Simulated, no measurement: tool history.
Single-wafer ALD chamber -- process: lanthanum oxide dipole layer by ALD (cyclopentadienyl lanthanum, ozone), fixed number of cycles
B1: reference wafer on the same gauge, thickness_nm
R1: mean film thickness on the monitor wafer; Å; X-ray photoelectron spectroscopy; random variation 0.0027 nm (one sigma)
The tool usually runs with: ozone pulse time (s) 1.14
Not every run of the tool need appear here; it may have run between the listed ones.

run 1 hour=0 | ozone_pulse_time_(s)=1.14 | B1=0.594 | R1=5.36
run 2 hour=102.1 | ozone_pulse_time_(s)=1.14 | B1=0.595 | R1=5.26
run 3 hour=182.1 | ozone_pulse_time_(s)=1.14 | B1=0.595 | R1=5.3
run 4 hour=251.5 | ozone_pulse_time_(s)=1.14 | B1=0.595 | R1=5.35
run 5 hour=288.8 | ozone_pulse_time_(s)=0.99 | B1=0.595 | R1=5.16
-- hour=371.5 ozone generator serviced
run 6 hour=372 | ozone_pulse_time_(s)=1.25 | B1=0.596 | R1=5.63
run 7 hour=422 | ozone_pulse_time_(s)=1.25 | B1=0.595 | R1=5.57
run 8 hour=516 | ozone_pulse_time_(s)=1.24 | B1=0.595 | R1=5.54
run 9 hour=584.9 | ozone_pulse_time_(s)=0.79 | B1=0.595 | R1=4.85
run 10 hour=675.4 | ozone_pulse_time_(s)=0.9 | B1=0.595 | R1=5
run 11 hour=730.9 | ozone_pulse_time_(s)=0.9 | B1=0.596 | R1=5.01
run 12 hour=829.6 | ozone_pulse_time_(s)=1.14 | B1=0.595 | R1=5.37
run 13 hour=880.5 | ozone_pulse_time_(s)=1.29 | B1=0.595 | R1=5.5
run 14 hour=971 | ozone_pulse_time_(s)=1.14 | B1=0.595 | R1=5.32
run 15 hour=1017.5 | ozone_pulse_time_(s)=1.14 | B1=0.594 | R1=5.36
run 16 hour=1088.1 | ozone_pulse_time_(s)=0.84 | B1=0.595 | R1=4.89
run 17 hour=1149.3 | ozone_pulse_time_(s)=0.84 | B1=0.596 | R1=4.82
run 18 hour=1249.8 | ozone_pulse_time_(s)=0.83 | B1=0.595 | R1=4.79
run 19 hour=1310.8 | ozone_pulse_time_(s)=1 | B1=0.595 | R1=5.1
run 20 hour=1367.3 | ozone_pulse_time_(s)=1.14 | B1=0.595 | R1=5.31
run 21 hour=1520.7 | ozone_pulse_time_(s)=1.47 | B1=0.595 | R1=5.61
-- hour=1583.3 ozone generator serviced
-- hour=1613.3 gauge calibrated
-- hour=1647.6 thermocouple changed; heater temperature recalibrated
-- hour=1704.6 showerhead replaced, of another model than before
run 22 hour=1705.1 | ozone_pulse_time_(s)=1.46 | B1=0.595 | R1=5.65
run 23 hour=1758.1 | ozone_pulse_time_(s)=1.14 | B1=0.595 | R1=5.45
run 24 hour=1997.1 | ozone_pulse_time_(s)=0.78 | B1=0.595 | R1=5.12
run 25 hour=2067.3 | ozone_pulse_time_(s)=0.72 | B1=0.595 | R1=5.06
run 26 hour=2167.9 | ozone_pulse_time_(s)=1.14 | B1=0.594 | R1=5.44
run 27 hour=2225.8 | ozone_pulse_time_(s)=0.9 | B1=0.594 | R1=5.26
run 28 hour=2275.9 | ozone_pulse_time_(s)=1.4 | B1=0.595 | R1=5.59
run 29 hour=2313.9 | ozone_pulse_time_(s)=1.43 | B1=0.594 | R1=5.56
run 30 hour=2369.5 | ozone_pulse_time_(s)=1.57 | B1=0.595 | R1=5.7
run 31 hour=2453.5 | ozone_pulse_time_(s)=1.14 | B1=0.595 | R1=5.37
run 32 hour=2517.4 | ozone_pulse_time_(s)=1.14 | B1=0.595 | R1=5.39
run 33 hour=2594 | ozone_pulse_time_(s)=1.14 | B1=0.595 | R1=5.36
run 34 hour=2698.5 | ozone_pulse_time_(s)=1.44 | B1=0.596 | R1=5.6
run 35 hour=2740 | ozone_pulse_time_(s)=1.14 | B1=0.595 | R1=5.4

Give the tool's hidden conditions for every run:
wafer temperature above the value expected at the setpoint (K): 0 on each run
gauge reads high (%): 0 on each run
H1: ozone dose above that of a generator just serviced (%)
run=1 H1=-13
run=2 H1=-13.4
run=3 H1=-13.7
run=4 H1=-13.9
run=5 H1=-14
run=6 H1=-2.32
run=7 H1=-3.84
run=8 H1=-6.28
run=9 H1=-7.77
run=10 H1=-9.41
run=11 H1=-10.3
run=12 H1=-11.5
run=13 H1=-12.1
run=14 H1=-12.9
run=15 H1=-13.3
run=16 H1=-13.8
run=17 H1=-14.2
run=18 H1=-14.7
run=19 H1=-14.9
run=20 H1=-15.1
run=21 H1=-15.6
run=22 H1=-3.46
run=23 H1=-4.68
run=24 H1=-8.72
run=25 H1=-9.54
run=26 H1=-10.5
run=27 H1=-11
run=28 H1=-11.4
run=29 H1=-11.6
run=30 H1=-11.9
run=31 H1=-12.4
run=32 H1=-12.6
run=33 H1=-12.9
run=34 H1=-13.2
run=35 H1=-13.3

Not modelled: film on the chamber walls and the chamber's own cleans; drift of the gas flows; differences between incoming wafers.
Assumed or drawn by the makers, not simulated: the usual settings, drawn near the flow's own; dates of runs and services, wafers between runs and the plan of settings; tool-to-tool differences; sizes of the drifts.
